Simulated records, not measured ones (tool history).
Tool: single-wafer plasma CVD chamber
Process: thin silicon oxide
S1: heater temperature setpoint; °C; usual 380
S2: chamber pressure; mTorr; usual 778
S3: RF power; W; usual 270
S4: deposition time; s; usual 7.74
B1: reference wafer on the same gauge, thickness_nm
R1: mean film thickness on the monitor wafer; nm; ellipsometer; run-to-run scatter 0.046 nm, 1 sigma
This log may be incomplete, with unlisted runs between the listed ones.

run    hour   S1   S2   S3    S4      B1      R1
  1     0.0  380  778  270  7.74  14.798  14.499
  2    65.9  380  778  270  7.74  14.794  14.600
  3   105.3  371  778  270  7.74  14.803  14.665
  4   149.6  371  778  270  7.74  14.803  14.626
  5   218.2  371  778  270  7.74  14.797  14.674
  6   396.0  380  778  270  7.74  14.805  14.742
  7   439.5  380  778  270  7.74  14.791  14.737
  8   501.4  380  778  270  7.74  14.805  14.820
      544.8  -- thermocouple changed; heater temperature recalibrated
      550.0  -- capacitance manometer re-zeroed and calibrated
  9   564.3  380  778  270  7.74  14.792  14.245
 10   595.5  380  778  290  7.74  14.806  14.746
 11   660.7  380  858  270  7.74  14.798  15.679
      675.5  -- gauge calibrated
 12   689.0  380  778  270  7.74  14.795  14.357
 13   746.7  380  778  270  7.74  14.809  14.315
 14   782.6  374  710  295  9.07  14.794  15.986
 15   838.6  380  778  250  7.74  14.792  13.858
 16   903.9  387  778  270  7.74  14.801  14.318
      965.9  -- RF generator calibrated
 17   966.9  380  778  225  7.74  14.802  13.377
 18   994.1  365  778  270  7.74  14.796  14.535
 19  1064.6  380  778  270  7.74  14.806  14.531
     1119.0  -- showerhead replaced
 20  1125.1  380  638  270  7.74  14.806  11.802
 21  1195.6  384  667  295  8.73  14.799  14.420
 22  1237.7  380  652  270  7.74  14.800  12.146
 23  1309.5  380  778  270  7.74  14.800  14.570
 24  1347.4  380  778  270  7.74  14.797  14.601
 25  1372.7  394  778  320  7.74  14.799  15.469
 26  1428.7  380  778  270  7.10  14.805  13.424
 27  1475.7  380  778  320  7.74  14.811  15.744
 28  1517.6  375  778  270  8.59  14.791  16.298

Consider 5 possible next runs. They are alternatives, not a sequence: every one starts from the tool as it was left by run 28. What does each give?
  A  1518.0  380  778  220  7.74   ?   ?
  B  1518.0  380  778  270  8.70   ?   ?
  C  1518.0  389  778  270  9.29   ?   ?
  D  1518.0  386  778  270  6.41   ?   ?
  E  1518.0  380  659  220  7.74   ?   ?

run      B1      R1
  A  14.805  13.439
  B  14.805  16.502
  C  14.805  17.509
  D  14.805  12.116
  E  14.805  11.336
Had the tool no hidden state, the same runs would have come out as:
run      R1
  A  13.085
  B  16.068
  C  17.048
  D  11.797
  E  10.998
